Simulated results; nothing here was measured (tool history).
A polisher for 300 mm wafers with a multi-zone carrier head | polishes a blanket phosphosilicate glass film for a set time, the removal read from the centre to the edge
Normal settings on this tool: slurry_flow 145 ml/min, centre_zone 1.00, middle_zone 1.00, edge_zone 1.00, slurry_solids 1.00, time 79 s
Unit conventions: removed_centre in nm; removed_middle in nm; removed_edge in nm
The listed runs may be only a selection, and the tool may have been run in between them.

| run | hour | slurry_flow | centre_zone | middle_zone | edge_zone | slurry_solids | time | wafers since the last listed run | wafers polished on this pad | hours since the slurry nozzle was cleaned | hours since the centre zone pressure was calibrated | hours since the edge zone pressure was calibrated | hours since the carrier head's membrane was replaced | incoming thickness of the incoming film, nm | removed_centre | removed_middle | removed_edge |
|---|---|---|---|---|---|---|---|---|---|---|---|---|---|---|---|---|---|
| 1 | 0.0 | 145 | 1.00 | 1.00 | 1.00 | 1.00 | 79 | 0 | 162 | 265.9 | 270.3 | 737.1 | 520.7 | 3597.1 | 487.9 | 494.7 | 506.4 |
| 2 | 84.4 | 145 | 1.00 | 1.00 | 1.00 | 1.00 | 79 | 544 | 707 | 350.3 | 354.7 | 821.5 | 605.1 | 3583.0 | 484.8 | 496.8 | 501.5 |
|  | 113.9 | slurry nozzle cleaned |
| 3 | 170.1 | 145 | 1.00 | 1.00 | 1.00 | 1.00 | 79 | 546 | 1254 | 56.2 | 440.4 | 907.2 | 690.8 | 3561.2 | 506.2 | 524.2 | 511.3 |
|  | 191.9 | worn pad replaced by a new one |
| 4 | 256.5 | 145 | 1.08 | 1.00 | 0.91 | 1.00 | 79 | 531 | 417 | 142.6 | 526.8 | 993.6 | 777.2 | 3591.3 | 541.4 | 515.3 | 493.3 |
| 5 | 327.6 | 145 | 1.08 | 1.00 | 0.91 | 1.00 | 79 | 458 | 876 | 213.7 | 597.9 | 1064.7 | 848.3 | 3606.4 | 553.5 | 513.9 | 494.6 |
| 6 | 363.8 | 145 | 1.08 | 1.00 | 0.91 | 1.00 | 79 | 233 | 1109 | 249.9 | 634.1 | 1100.9 | 884.5 | 3648.2 | 546.7 | 494.2 | 486.2 |
|  | 418.9 | carrier head's membrane replaced by a new one |
|  | 458.8 | worn pad replaced by a new one |
| 7 | 459.3 | 145 | 1.00 | 1.00 | 1.00 | 1.00 | 79 | 558 | 3 | 345.4 | 729.6 | 1196.4 | 40.4 | 3610.9 | 503.0 | 484.9 | 504.6 |
|  | 491.0 | centre zone pressure recalibrated |
| 8 | 498.1 | 145 | 1.00 | 0.88 | 1.08 | 1.00 | 53 | 237 | 240 | 384.2 | 7.1 | 1235.2 | 79.2 | 3600.9 | 314.4 | 297.3 | 349.5 |
|  | 529.9 | slurry nozzle cleaned |
| 9 | 534.9 | 145 | 1.00 | 0.95 | 0.88 | 1.00 | 79 | 231 | 471 | 5.0 | 43.9 | 1272.0 | 116.0 | 3573.9 | 499.5 | 483.4 | 486.4 |
|  | 586.3 | edge zone pressure recalibrated |
|  | 727.9 | worn pad replaced by a new one |
| 10 | 800.4 | 145 | 1.00 | 1.00 | 1.00 | 1.00 | 79 | 1675 | 468 | 270.5 | 309.4 | 214.1 | 381.5 | 3661.4 | 491.5 | 510.3 | 500.0 |
|  | 894.3 | slurry nozzle cleaned |
| 11 | 895.7 | 145 | 1.00 | 1.00 | 1.00 | 1.00 | 79 | 608 | 1076 | 1.4 | 404.7 | 309.4 | 476.8 | 3641.0 | 498.3 | 522.3 | 513.0 |
|  | 951.7 | worn pad replaced by a new one |
| 12 | 999.9 | 145 | 1.00 | 1.00 | 0.96 | 1.25 | 79 | 646 | 311 | 105.6 | 508.9 | 413.6 | 581.0 | 3628.8 | 551.2 | 548.3 | 548.3 |
| 13 | 1075.6 | 145 | 1.09 | 1.00 | 1.00 | 0.75 | 58 | 488 | 799 | 181.3 | 584.6 | 489.3 | 656.7 | 3622.9 | 359.3 | 329.2 | 329.5 |
| 14 | 1121.3 | 145 | 1.00 | 1.00 | 1.00 | 0.90 | 98 | 294 | 1094 | 227.0 | 630.3 | 535.0 | 702.4 | 3623.3 | 590.8 | 603.6 | 598.6 |
|  | 1149.8 | centre zone pressure recalibrated |
| 15 | 1173.6 | 175 | 1.00 | 1.09 | 1.00 | 0.90 | 79 | 324 | 1419 | 279.3 | 23.8 | 587.3 | 754.7 | 3640.0 | 499.2 | 531.4 | 497.3 |

Across each entry between runs, compare the hidden state at the last listed run before it with the hidden state at the first listed run after it:
In the gap between runs 2 and 3: slurry nozzle cleaned (hour 113.9)
  slurry flow missing at the pad, %: 14.2 -> 1.33; deviation of the centre zone's pressure from its setpoint, %: 1.21 -> 1.76
  measured value less the no-hidden-state value, removed_centre: -12.8 -> +7.2 nm; removed_middle: -17.0 -> -1.5 nm; removed_edge: -12.0 -> -1.0 nm
In the gap between runs 3 and 4: worn pad replaced by a new one (hour 191.9)
  slurry flow missing at the pad, %: 1.33 -> 3.26; deviation of the centre zone's pressure from its setpoint, %: 1.76 -> 2.43
  measured value less the no-hidden-state value, removed_centre: +7.2 -> +8.7 nm; removed_middle: -1.5 -> -3.6 nm; removed_edge: -1.0 -> -2.4 nm
In the gap between runs 6 and 7: carrier head's membrane replaced by a new one (hour 418.9); worn pad replaced by a new one (hour 458.8)
  slurry flow missing at the pad, %: 8 -> 14.4; deviation of the centre zone's pressure from its setpoint, %: 3.43 -> 4.48
  measured value less the no-hidden-state value, removed_centre: +7.5 -> +2.8 nm; removed_middle: -8.9 -> -16.8 nm; removed_edge: -6.0 -> -12.2 nm
In the gap between runs 7 and 8: centre zone pressure recalibrated (hour 491.0)
  slurry flow missing at the pad, %: 14.4 -> 17.6; deviation of the centre zone's pressure from its setpoint, %: 4.48 -> -0.482
  measured value less the no-hidden-state value, removed_centre: +2.8 -> -17.4 nm; removed_middle: -16.8 -> -13.0 nm; removed_edge: -12.2 -> -10.8 nm
In the gap between runs 8 and 9: slurry nozzle cleaned (hour 529.9)
  slurry flow missing at the pad, %: 17.6 -> 0.92; deviation of the centre zone's pressure from its setpoint, %: -0.482 -> -0.467
  measured value less the no-hidden-state value, removed_centre: -17.4 -> -3.4 nm; removed_middle: -13.0 -> -0.9 nm; removed_edge: -10.8 -> -0.7 nm
In the gap between runs 9 and 10: edge zone pressure recalibrated (hour 586.3); worn pad replaced by a new one (hour 727.9)
  slurry flow missing at the pad, %: 0.92 -> 9.14; deviation of the centre zone's pressure from its setpoint, %: -0.467 -> 0.288
  measured value less the no-hidden-state value, removed_centre: -3.4 -> -10.1 nm; removed_middle: -0.9 -> -10.5 nm; removed_edge: -0.7 -> -7.3 nm
In the gap between runs 10 and 11: slurry nozzle cleaned (hour 894.3)
  slurry flow missing at the pad, %: 9.14 -> 1.34; deviation of the centre zone's pressure from its setpoint, %: 0.288 -> 0.836
  measured value less the no-hidden-state value, removed_centre: -10.1 -> +2.7 nm; removed_middle: -10.5 -> -1.4 nm; removed_edge: -7.3 -> -1.0 nm
In the gap between runs 11 and 12: worn pad replaced by a new one (hour 951.7)
  slurry flow missing at the pad, %: 1.34 -> 2.59; deviation of the centre zone's pressure from its setpoint, %: 0.836 -> 1.6
  measured value less the no-hidden-state value, removed_centre: +2.7 -> +5.5 nm; removed_middle: -1.4 -> -3.0 nm; removed_edge: -1.0 -> -2.1 nm
In the gap between runs 14 and 15: centre zone pressure recalibrated (hour 1149.8)
  slurry flow missing at the pad, %: 7.13 -> 10.1; deviation of the centre zone's pressure from its setpoint, %: 2.72 -> 1.27
  measured value less the no-hidden-state value, removed_centre: +5.6 -> -4.2 nm; removed_middle: -9.4 -> -10.1 nm; removed_edge: -6.6 -> -6.9 nm
